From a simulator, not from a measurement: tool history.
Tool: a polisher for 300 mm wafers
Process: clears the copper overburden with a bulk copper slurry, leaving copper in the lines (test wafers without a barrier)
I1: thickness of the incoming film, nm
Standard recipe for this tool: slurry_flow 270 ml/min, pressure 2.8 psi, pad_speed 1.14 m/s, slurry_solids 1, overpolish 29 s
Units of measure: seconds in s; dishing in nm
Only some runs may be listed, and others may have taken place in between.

run 1 day=0 | slurry_flow=270 pressure=2.8 pad_speed=1.14 slurry_solids=1 overpolish=29 | I1=1124.6 | seconds=111.5 dishing=69.4
run 2 day=1.754 | slurry_flow=270 pressure=2.8 pad_speed=1.14 slurry_solids=1 overpolish=29 | I1=1106.8 | seconds=111 dishing=70.3
run 3 day=3.258 | slurry_flow=270 pressure=2 pad_speed=1.32 slurry_solids=1 overpolish=19 | I1=1120.2 | seconds=124.2 dishing=59.2
run 4 day=5.154 | slurry_flow=270 pressure=2.8 pad_speed=1.14 slurry_solids=1 overpolish=29 | I1=1105.8 | seconds=112.7 dishing=71.5
run 5 day=6.45 | slurry_flow=355 pressure=2.3 pad_speed=1.36 slurry_solids=1 overpolish=29 | I1=1107.3 | seconds=109.6 dishing=68
run 6 day=7.967 | slurry_flow=270 pressure=2.8 pad_speed=0.9 slurry_solids=1 overpolish=29 | I1=1113.4 | seconds=143.2 dishing=65.4
run 7 day=9.046 | slurry_flow=270 pressure=2.8 pad_speed=0.84 slurry_solids=1.3 overpolish=21 | I1=1135.1 | seconds=153.7 dishing=57.2
run 8 day=11.162 | slurry_flow=270 pressure=2.8 pad_speed=1.14 slurry_solids=1 overpolish=29 | I1=1114.2 | seconds=114.5 dishing=70.1
-- day=12.608 slurry blender recalibrated
run 9 day=13.667 | slurry_flow=270 pressure=2.5 pad_speed=1.14 slurry_solids=1 overpolish=29 | I1=1114.5 | seconds=126.9 dishing=67.5
-- day=14.279 worn pad replaced by a new one
run 10 day=16.129 | slurry_flow=270 pressure=2.8 pad_speed=1.14 slurry_solids=1 overpolish=29 | I1=1115.2 | seconds=105.5 dishing=70.8
run 11 day=18.858 | slurry_flow=240 pressure=2.3 pad_speed=0.98 slurry_solids=1 overpolish=29 | I1=1120.3 | seconds=148.9 dishing=64.7
run 12 day=21.583 | slurry_flow=270 pressure=2.8 pad_speed=0.84 slurry_solids=1.2 overpolish=29 | I1=1101.6 | seconds=147.6 dishing=67.6
-- day=23.2 slurry nozzle cleaned
run 13 day=23.996 | slurry_flow=270 pressure=2.8 pad_speed=0.84 slurry_solids=1.3 overpolish=21 | I1=1121.3 | seconds=147.9 dishing=58.1
run 14 day=26.438 | slurry_flow=270 pressure=2.8 pad_speed=1.44 slurry_solids=1 overpolish=29 | I1=1132.1 | seconds=92.1 dishing=72.3
run 15 day=28.379 | slurry_flow=270 pressure=2.8 pad_speed=0.9 slurry_solids=1 overpolish=29 | I1=1102.7 | seconds=143.6 dishing=65.1
run 16 day=31.029 | slurry_flow=270 pressure=2.5 pad_speed=1.14 slurry_solids=1 overpolish=29 | I1=1118.2 | seconds=129 dishing=66.1
run 17 day=33.538 | slurry_flow=225 pressure=2.8 pad_speed=1 slurry_solids=1.15 overpolish=13 | I1=1112.9 | seconds=133.2 dishing=47.7
-- day=33.812 slurry blender recalibrated
-- day=35.171 worn pad replaced by a new one
run 18 day=35.7 | slurry_flow=190 pressure=2.8 pad_speed=1.14 slurry_solids=1 overpolish=29 | I1=1106.5 | seconds=107 dishing=70.3
run 19 day=38.617 | slurry_flow=345 pressure=2.8 pad_speed=1.14 slurry_solids=1.1 overpolish=29 | I1=1124 | seconds=109.1 dishing=69
-- day=39.092 head pressure recalibrated
run 20 day=40.142 | slurry_flow=300 pressure=3.1 pad_speed=1.14 slurry_solids=1.2 overpolish=29 | I1=1112.5 | seconds=95.1 dishing=73.8
run 21 day=42.729 | slurry_flow=245 pressure=2.8 pad_speed=1.14 slurry_solids=1.15 overpolish=29 | I1=1109.8 | seconds=107.7 dishing=73.4
run 22 day=43.954 | slurry_flow=230 pressure=2.8 pad_speed=1.14 slurry_solids=1 overpolish=24 | I1=1126.8 | seconds=113.3 dishing=69
run 23 day=46.796 | slurry_flow=270 pressure=2.8 pad_speed=1.14 slurry_solids=1 overpolish=29 | I1=1119 | seconds=111.9 dishing=70
-- day=47.433 slurry nozzle cleaned
run 24 day=49.129 | slurry_flow=270 pressure=2.8 pad_speed=1.14 slurry_solids=1.25 overpolish=29 | I1=1126.2 | seconds=110.6 dishing=71.4
run 25 day=51.592 | slurry_flow=270 pressure=2.8 pad_speed=1.14 slurry_solids=1 overpolish=29 | I1=1118.7 | seconds=111.3 dishing=72
run 26 day=54.554 | slurry_flow=185 pressure=2.8 pad_speed=0.8 slurry_solids=1 overpolish=29 | I1=1115.5 | seconds=165.8 dishing=62.7
run 27 day=55.567 | slurry_flow=270 pressure=2.8 pad_speed=1.14 slurry_solids=1 overpolish=29 | I1=1131.6 | seconds=115.2 dishing=70

Consider 5 possible next runs. They are alternatives, not a sequence: every one starts from the tool as it was left by run 27. What does each give?
run A day=55.588 | slurry_flow=270 pressure=2.8 pad_speed=1.14 slurry_solids=1 overpolish=29 | I1=1114.4 | seconds=? dishing=?
run B day=55.588 | slurry_flow=270 pressure=3.1 pad_speed=1.14 slurry_solids=0.8 overpolish=29 | I1=1114.4 | seconds=? dishing=?
run C day=55.588 | slurry_flow=320 pressure=2.8 pad_speed=1.14 slurry_solids=1 overpolish=29 | I1=1114.4 | seconds=? dishing=?
run D day=55.588 | slurry_flow=270 pressure=3.5 pad_speed=1.14 slurry_solids=1.15 overpolish=44 | I1=1114.4 | seconds=? dishing=?
run E day=55.588 | slurry_flow=270 pressure=2.8 pad_speed=1.14 slurry_solids=1 overpolish=39 | I1=1114.4 | seconds=? dishing=?

run=A seconds=112.2 dishing=72
run=B seconds=106.7 dishing=73.5
run=C seconds=111.1 dishing=72.2
run=D seconds=91.7 dishing=79.1
run=E seconds=112.2 dishing=75.3
Had the tool no hidden state, the same runs would have come out as:
run=A seconds=98.7 dishing=73.8
run=B seconds=93.9 dishing=75.2
run=C seconds=97.7 dishing=74
run=D seconds=80.7 dishing=79.6
run=E seconds=98.7 dishing=76.3
